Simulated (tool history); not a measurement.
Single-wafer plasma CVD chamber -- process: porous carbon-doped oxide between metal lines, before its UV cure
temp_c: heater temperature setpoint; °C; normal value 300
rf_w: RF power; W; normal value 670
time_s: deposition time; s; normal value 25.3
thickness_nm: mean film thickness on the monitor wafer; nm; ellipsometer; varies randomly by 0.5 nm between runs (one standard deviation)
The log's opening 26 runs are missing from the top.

run	hour	temp_c	rf_w	time_s	wafers since the last listed run	hours since the last thermocouple change	hours since the last RF generator calibration	hours since the showerhead was replaced	hours since the gauge calibration	read-back reference wafer on the same gauge, thickness_nm	thickness_nm
27	670.4	305	790	22.4	954	331.6	167.6	556.7	151	168.196	160.582
28	703.4	305	585	25.3	1050	364.6	200.6	589.7	184	168.111	155.22
29	728.2	292	670	25.3	789	389.4	225.4	614.5	208.8	168.096	179.877
30	756.3	300	670	25.3	894	417.5	253.5	642.6	236.9	168.099	171.126
31	777.1	291	750	28.4	661	438.3	274.3	663.4	257.7	167.79	214.263
32	791.3	300	805	25.3	451	452.5	288.5	677.6	271.9	168.105	186.488
33	806.1	300	670	25.3	470	467.3	303.3	692.4	286.7	168.082	170.835
34	828.6	305	600	28.2	716	489.8	325.8	714.9	309.2	168.299	173.8
35	862.5	300	600	25.3	1078	523.7	359.7	748.8	343.1	167.994	161.232

3 ways to go on from here, each from the tool as it stands after run 35. What would each give?
A	862.9	295	670	25.3	12	524.1	360.1	749.2	343.5	?	?
B	862.9	300	730	23.1	12	524.1	360.1	749.2	343.5	?	?
C	862.9	300	670	27.3	12	524.1	360.1	749.2	343.5	?	?

run	read-back reference wafer on the same gauge, thickness_nm	thickness_nm
A	168.109	176.088
B	168.109	162.68
C	168.109	183.366
The same runs, with their run-to-run variation unchanged, on a tool lacking any hidden condition would have given:
run	thickness_nm
A	178.24
B	164.668
C	185.607
